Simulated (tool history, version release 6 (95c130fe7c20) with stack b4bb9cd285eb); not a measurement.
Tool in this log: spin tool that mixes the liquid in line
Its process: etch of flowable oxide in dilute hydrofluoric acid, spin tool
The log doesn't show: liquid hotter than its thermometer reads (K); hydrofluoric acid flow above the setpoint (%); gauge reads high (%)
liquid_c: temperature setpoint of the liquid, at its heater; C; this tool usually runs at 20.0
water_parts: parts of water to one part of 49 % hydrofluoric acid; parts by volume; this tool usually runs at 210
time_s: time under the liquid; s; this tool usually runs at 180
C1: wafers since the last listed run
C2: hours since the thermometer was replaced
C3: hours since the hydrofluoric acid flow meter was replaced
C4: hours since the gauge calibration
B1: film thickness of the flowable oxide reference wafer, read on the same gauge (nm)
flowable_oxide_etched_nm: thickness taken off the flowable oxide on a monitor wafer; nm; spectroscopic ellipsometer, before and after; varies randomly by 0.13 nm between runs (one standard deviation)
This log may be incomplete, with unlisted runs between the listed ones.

{"run": 1, "hour": 0.0, "liquid_c": 20.0, "water_parts": 245, "time_s": 180, "C1": 0, "C2": 1888.6, "C3": 379.4, "C4": 811.2, "B1": 90.02, "flowable_oxide_etched_nm": 27.26}
{"run": 2, "hour": 51.8, "liquid_c": 20.0, "water_parts": 245, "time_s": 180, "C1": 284, "C2": 1940.4, "C3": 431.2, "C4": 863.0, "B1": 90.02, "flowable_oxide_etched_nm": 27.23}
{"run": 3, "hour": 79.3, "liquid_c": 20.0, "water_parts": 275, "time_s": 180, "C1": 151, "C2": 1967.9, "C3": 458.7, "C4": 890.5, "B1": 90.0, "flowable_oxide_etched_nm": 23.68}
{"run": 4, "hour": 143.6, "liquid_c": 20.0, "water_parts": 210, "time_s": 180, "C1": 353, "C2": 2032.2, "C3": 523.0, "C4": 954.8, "B1": 89.98, "flowable_oxide_etched_nm": 33.15}
{"run": 5, "hour": 176.1, "liquid_c": 20.0, "water_parts": 210, "time_s": 180, "C1": 178, "C2": 2064.7, "C3": 555.5, "C4": 987.3, "B1": 89.98, "flowable_oxide_etched_nm": 33.37}
{"run": 6, "hour": 224.9, "liquid_c": 20.0, "water_parts": 210, "time_s": 180, "C1": 268, "C2": 2113.5, "C3": 604.3, "C4": 1036.1, "B1": 90.01, "flowable_oxide_etched_nm": 33.55}
{"hour": 251.9, "done": "thermometer replaced"}
{"run": 7, "hour": 263.1, "liquid_c": 20.0, "water_parts": 210, "time_s": 180, "C1": 204, "C2": 11.2, "C3": 642.5, "C4": 1074.3, "B1": 89.98, "flowable_oxide_etched_nm": 31.43}
{"run": 8, "hour": 308.5, "liquid_c": 20.0, "water_parts": 210, "time_s": 180, "C1": 249, "C2": 56.6, "C3": 687.9, "C4": 1119.7, "B1": 90.01, "flowable_oxide_etched_nm": 31.52}
{"run": 9, "hour": 358.7, "liquid_c": 20.0, "water_parts": 210, "time_s": 180, "C1": 275, "C2": 106.8, "C3": 738.1, "C4": 1169.9, "B1": 89.98, "flowable_oxide_etched_nm": 31.86}
{"run": 10, "hour": 420.7, "liquid_c": 20.0, "water_parts": 210, "time_s": 180, "C1": 340, "C2": 168.8, "C3": 800.1, "C4": 1231.9, "B1": 90.01, "flowable_oxide_etched_nm": 31.54}
{"run": 11, "hour": 447.7, "liquid_c": 17.0, "water_parts": 135, "time_s": 255, "C1": 148, "C2": 195.8, "C3": 827.1, "C4": 1258.9, "B1": 89.99, "flowable_oxide_etched_nm": 67.25}
{"run": 12, "hour": 517.5, "liquid_c": 24.0, "water_parts": 175, "time_s": 125, "C1": 383, "C2": 265.6, "C3": 896.9, "C4": 1328.7, "B1": 89.99, "flowable_oxide_etched_nm": 32.28}
{"hour": 560.3, "done": "gauge calibrated"}
{"run": 13, "hour": 576.6, "liquid_c": 20.0, "water_parts": 210, "time_s": 180, "C1": 324, "C2": 324.7, "C3": 956.0, "C4": 16.3, "B1": 90.0, "flowable_oxide_etched_nm": 32.1}
{"run": 14, "hour": 645.8, "liquid_c": 17.0, "water_parts": 155, "time_s": 180, "C1": 380, "C2": 393.9, "C3": 1025.2, "C4": 85.5, "B1": 90.02, "flowable_oxide_etched_nm": 40.83}
{"run": 15, "hour": 711.9, "liquid_c": 20.0, "water_parts": 210, "time_s": 180, "C1": 363, "C2": 460.0, "C3": 1091.3, "C4": 151.6, "B1": 89.99, "flowable_oxide_etched_nm": 32.27}
{"run": 16, "hour": 757.6, "liquid_c": 20.0, "water_parts": 210, "time_s": 180, "C1": 250, "C2": 505.7, "C3": 1137.0, "C4": 197.3, "B1": 90.01, "flowable_oxide_etched_nm": 32.48}
{"run": 17, "hour": 788.5, "liquid_c": 20.0, "water_parts": 210, "time_s": 180, "C1": 169, "C2": 536.6, "C3": 1167.9, "C4": 228.2, "B1": 90.02, "flowable_oxide_etched_nm": 32.45}
{"run": 18, "hour": 854.4, "liquid_c": 21.5, "water_parts": 210, "time_s": 220, "C1": 361, "C2": 602.5, "C3": 1233.8, "C4": 294.1, "B1": 89.99, "flowable_oxide_etched_nm": 42.15}
{"run": 19, "hour": 968.6, "liquid_c": 22.5, "water_parts": 245, "time_s": 135, "C1": 627, "C2": 716.7, "C3": 1348.0, "C4": 408.3, "B1": 89.99, "flowable_oxide_etched_nm": 22.33}
{"run": 20, "hour": 1004.1, "liquid_c": 22.5, "water_parts": 160, "time_s": 180, "C1": 194, "C2": 752.2, "C3": 1383.5, "C4": 443.8, "B1": 89.97, "flowable_oxide_etched_nm": 49.93}
{"run": 21, "hour": 1034.8, "liquid_c": 17.0, "water_parts": 310, "time_s": 270, "C1": 168, "C2": 782.9, "C3": 1414.2, "C4": 474.5, "B1": 90.03, "flowable_oxide_etched_nm": 27.25}
{"run": 22, "hour": 1083.3, "liquid_c": 17.5, "water_parts": 305, "time_s": 75, "C1": 266, "C2": 831.4, "C3": 1462.7, "C4": 523.0, "B1": 89.97, "flowable_oxide_etched_nm": 7.89}
{"run": 23, "hour": 1116.3, "liquid_c": 20.0, "water_parts": 170, "time_s": 180, "C1": 181, "C2": 864.4, "C3": 1495.7, "C4": 556.0, "B1": 89.96, "flowable_oxide_etched_nm": 42.49}
{"hour": 1209.7, "done": "hydrofluoric acid flow meter replaced"}
{"run": 24, "hour": 1244.5, "liquid_c": 20.0, "water_parts": 260, "time_s": 120, "C1": 698, "C2": 992.6, "C3": 34.8, "C4": 684.2, "B1": 90.01, "flowable_oxide_etched_nm": 16.34}
{"run": 25, "hour": 1279.7, "liquid_c": 20.0, "water_parts": 270, "time_s": 180, "C1": 193, "C2": 1027.8, "C3": 70.0, "C4": 719.4, "B1": 90.01, "flowable_oxide_etched_nm": 23.39}
{"run": 26, "hour": 1332.1, "liquid_c": 18.5, "water_parts": 130, "time_s": 180, "C1": 287, "C2": 1080.2, "C3": 122.4, "C4": 771.8, "B1": 90.0, "flowable_oxide_etched_nm": 53.22}
{"run": 27, "hour": 1372.6, "liquid_c": 23.0, "water_parts": 260, "time_s": 180, "C1": 222, "C2": 1120.7, "C3": 162.9, "C4": 812.3, "B1": 89.96, "flowable_oxide_etched_nm": 27.44}
{"run": 28, "hour": 1442.5, "liquid_c": 18.5, "water_parts": 245, "time_s": 240, "C1": 383, "C2": 1190.6, "C3": 232.8, "C4": 882.2, "B1": 90.0, "flowable_oxide_etched_nm": 33.64}
{"run": 29, "hour": 1495.7, "liquid_c": 18.0, "water_parts": 210, "time_s": 130, "C1": 292, "C2": 1243.8, "C3": 286.0, "C4": 935.4, "B1": 90.01, "flowable_oxide_etched_nm": 21.55}
{"run": 30, "hour": 1531.4, "liquid_c": 20.0, "water_parts": 210, "time_s": 180, "C1": 196, "C2": 1279.5, "C3": 321.7, "C4": 971.1, "B1": 90.02, "flowable_oxide_etched_nm": 32.41}
{"run": 31, "hour": 1565.2, "liquid_c": 20.0, "water_parts": 210, "time_s": 230, "C1": 185, "C2": 1313.3, "C3": 355.5, "C4": 1004.9, "B1": 90.0, "flowable_oxide_etched_nm": 41.44}
{"run": 32, "hour": 1631.2, "liquid_c": 18.5, "water_parts": 130, "time_s": 180, "C1": 362, "C2": 1379.3, "C3": 421.5, "C4": 1070.9, "B1": 90.0, "flowable_oxide_etched_nm": 53.7}
{"run": 33, "hour": 1664.1, "liquid_c": 20.0, "water_parts": 130, "time_s": 180, "C1": 180, "C2": 1412.2, "C3": 454.4, "C4": 1103.8, "B1": 89.99, "flowable_oxide_etched_nm": 57.17}

Each row is a separate what-if for the run after 33, all from the same tool condition, not one after another. Results?
{"run": "A", "hour": 1664.6, "liquid_c": 20.0, "water_parts": 210, "time_s": 180, "C1": 2, "C2": 1412.7, "C3": 454.9, "C4": 1104.3, "B1": "?", "flowable_oxide_etched_nm": "?"}
{"run": "B", "hour": 1664.6, "liquid_c": 20.0, "water_parts": 295, "time_s": 180, "C1": 2, "C2": 1412.7, "C3": 454.9, "C4": 1104.3, "B1": "?", "flowable_oxide_etched_nm": "?"}
{"run": "C", "hour": 1664.6, "liquid_c": 24.5, "water_parts": 120, "time_s": 280, "C1": 2, "C2": 1412.7, "C3": 454.9, "C4": 1104.3, "B1": "?", "flowable_oxide_etched_nm": "?"}
{"run": "D", "hour": 1664.6, "liquid_c": 21.5, "water_parts": 210, "time_s": 250, "C1": 2, "C2": 1412.7, "C3": 454.9, "C4": 1104.3, "B1": "?", "flowable_oxide_etched_nm": "?"}

run=A B1=90.02 flowable_oxide_etched_nm=32.47
run=B B1=90.02 flowable_oxide_etched_nm=21.33
run=C B1=90.02 flowable_oxide_etched_nm=115.87
run=D B1=90.02 flowable_oxide_etched_nm=47.72
What these runs would have given with no unlogged condition in the tool:
run=A flowable_oxide_etched_nm=30.77
run=B flowable_oxide_etched_nm=20.24
run=C flowable_oxide_etched_nm=109.81
run=D flowable_oxide_etched_nm=45.25

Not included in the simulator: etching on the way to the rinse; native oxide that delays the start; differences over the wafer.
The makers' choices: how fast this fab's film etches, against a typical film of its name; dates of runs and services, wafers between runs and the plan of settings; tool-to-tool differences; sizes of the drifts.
